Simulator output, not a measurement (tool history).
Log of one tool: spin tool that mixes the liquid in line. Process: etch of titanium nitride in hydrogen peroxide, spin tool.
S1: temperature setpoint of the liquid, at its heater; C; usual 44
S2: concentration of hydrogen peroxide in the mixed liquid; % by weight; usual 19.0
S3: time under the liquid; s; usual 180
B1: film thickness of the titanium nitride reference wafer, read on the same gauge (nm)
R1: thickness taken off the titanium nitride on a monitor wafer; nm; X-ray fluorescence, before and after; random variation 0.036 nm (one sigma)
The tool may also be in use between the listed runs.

| run | hour | S1 | S2 | S3 | B1 | R1 |
|---|---|---|---|---|---|---|
| 1 | 0.0 | 44 | 19.0 | 235 | 40.013 | 4.381 |
| 2 | 15.6 | 44 | 19.0 | 180 | 39.987 | 3.329 |
| 3 | 27.8 | 44 | 19.0 | 180 | 40.014 | 3.374 |
| 4 | 63.6 | 44 | 19.0 | 180 | 39.982 | 3.328 |
| 5 | 93.8 | 44 | 23.0 | 180 | 40.009 | 3.437 |
| 6 | 114.5 | 44 | 23.0 | 180 | 40.005 | 3.404 |
| 7 | 134.2 | 44 | 23.0 | 180 | 40.005 | 3.506 |
| 8 | 147.0 | 44 | 19.0 | 180 | 39.981 | 3.310 |
|  | 174.6 | heated supply line repaired |
| 9 | 177.2 | 44 | 19.0 | 180 | 40.017 | 4.303 |

Forecast run 10:
| 10 | 212.5 | 44 | 24.5 | 85 | ? | ? |

{"run 10": {"B1": 39.994, "R1": 2.132}}
Without the tool's hidden state the same run would have given R1 2.264 nm.
